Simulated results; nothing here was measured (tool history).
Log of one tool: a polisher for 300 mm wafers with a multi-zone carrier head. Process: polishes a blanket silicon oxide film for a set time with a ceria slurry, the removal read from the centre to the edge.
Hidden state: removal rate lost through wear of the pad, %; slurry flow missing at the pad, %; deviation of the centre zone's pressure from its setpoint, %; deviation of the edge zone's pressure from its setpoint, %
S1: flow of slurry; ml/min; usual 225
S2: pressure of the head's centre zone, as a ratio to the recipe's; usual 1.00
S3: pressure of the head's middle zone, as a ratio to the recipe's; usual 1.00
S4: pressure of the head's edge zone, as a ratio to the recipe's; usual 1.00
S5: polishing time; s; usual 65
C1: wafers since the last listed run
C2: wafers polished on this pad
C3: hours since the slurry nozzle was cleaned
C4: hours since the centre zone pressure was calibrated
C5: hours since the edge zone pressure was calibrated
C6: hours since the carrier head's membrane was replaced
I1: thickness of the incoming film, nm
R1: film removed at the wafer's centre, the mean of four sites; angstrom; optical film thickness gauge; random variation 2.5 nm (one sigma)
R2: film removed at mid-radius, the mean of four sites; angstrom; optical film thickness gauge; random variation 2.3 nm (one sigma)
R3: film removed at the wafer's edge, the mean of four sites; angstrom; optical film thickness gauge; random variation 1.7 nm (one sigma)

run	day	S1	S2	S3	S4	S5	C1	C2	C3	C4	C5	C6	I1	R1	R2	R3
1	0.000	225	1.00	1.00	1.00	60	0	1236	453.5	133.0	454.3	467.9	1084.0	1630	1578	1533
# day 0.775: edge zone pressure recalibrated
2	3.908	225	1.00	1.00	1.00	65	988	2224	547.3	226.8	75.2	561.7	1047.5	1796	1690	1690
3	10.633	225	1.00	1.00	1.00	65	1737	3961	708.7	388.2	236.6	723.1	1078.5	1861	1708	1630
4	12.550	225	1.00	1.00	1.00	65	495	4456	754.7	434.2	282.6	769.1	1055.8	1845	1662	1649
# day 14.900: carrier head's membrane replaced by a new one
# day 16.508: worn pad replaced by a new one
5	16.529	300	1.00	1.00	1.00	48	931	5	850.2	529.7	378.1	39.1	1077.5	1368	1285	1248
6	19.662	225	1.00	1.00	1.00	65	809	815	925.4	604.9	453.3	114.3	1082.2	1902	1653	1659
7	21.325	225	1.00	1.00	0.91	86	429	1244	965.3	644.8	493.2	154.2	1066.3	2562	2310	2088
# day 21.954: slurry nozzle cleaned
8	25.004	280	1.09	1.00	1.00	65	939	2184	73.2	733.1	581.5	242.5	1057.8	2094	1699	1665
# day 27.242: edge zone pressure recalibrated
9	28.675	225	1.00	1.00	1.00	65	926	3111	161.3	821.2	34.4	330.6	1055.1	1890	1643	1663
10	30.296	290	0.91	1.09	1.04	65	418	3530	200.2	860.1	73.3	369.5	1076.0	1731	1867	1753
# day 34.700: centre zone pressure recalibrated
11	34.762	290	1.00	1.00	1.10	65	1132	4662	307.4	1.5	180.5	476.7	1067.3	1702	1710	1749
# day 36.729: worn pad replaced by a new one
12	39.050	155	1.00	1.11	1.11	45	1064	600	410.3	104.4	283.4	579.6	1081.7	1152	1227	1174
13	42.688	225	1.00	1.00	1.00	65	939	1539	497.6	191.7	370.7	666.9	1075.1	1777	1704	1656
14	46.562	225	1.00	1.00	1.00	65	1001	2541	590.6	284.7	463.7	759.9	1070.5	1820	1717	1628
15	50.133	245	0.95	1.00	1.00	65	922	3463	676.3	370.4	549.4	845.6	1069.1	1757	1696	1674
# day 51.567: edge zone pressure recalibrated
16	52.917	225	1.00	1.00	1.00	72	697	4161	743.1	437.2	32.4	912.4	1081.8	2044	1936	1831
# day 55.517: carrier head's membrane replaced by a new one
17	55.538	195	1.07	1.09	1.00	53	623	4784	806.0	500.1	95.3	0.5	1077.8	1555	1459	1335
# day 56.321: slurry nozzle cleaned
18	57.225	270	1.00	1.00	1.00	65	425	5209	21.7	540.6	135.8	41.0	1056.9	1897	1696	1670
# day 59.546: worn pad replaced by a new one
19	59.817	225	1.00	1.00	1.00	65	626	70	83.9	602.8	198.0	103.2	1061.0	1878	1688	1634
20	61.700	225	1.00	1.00	1.00	65	486	556	129.1	648.0	243.2	148.4	1093.1	1887	1703	1671
21	66.054	225	1.00	1.00	1.07	85	1124	1681	233.6	752.5	347.7	252.9	1054.1	2493	2209	2191

5 ways to go on from here, each from the tool as it stands after run 21. What would each give?
A	66.071	225	1.00	1.00	1.00	65	4	1686	234.0	752.9	348.1	253.3	1047.6	?	?	?
B	66.071	190	1.00	1.10	0.93	65	4	1686	234.0	752.9	348.1	253.3	1047.6	?	?	?
C	66.071	225	0.89	0.92	0.93	65	4	1686	234.0	752.9	348.1	253.3	1047.6	?	?	?
D	66.071	225	0.97	1.11	0.95	75	4	1686	234.0	752.9	348.1	253.3	1047.6	?	?	?
E	66.071	225	1.00	1.08	1.00	43	4	1686	234.0	752.9	348.1	253.3	1047.6	?	?	?

run	R1	R2	R3
A	1879	1693	1666
B	1846	1805	1587
C	1672	1579	1611
D	2105	2135	1873
E	1244	1195	1101
Without the tool's hidden state the same runs would have given:
run	R1	R2	R3
A	1681	1694	1666
B	1651	1806	1587
C	1494	1580	1611
D	1882	2136	1873
E	1113	1196	1101
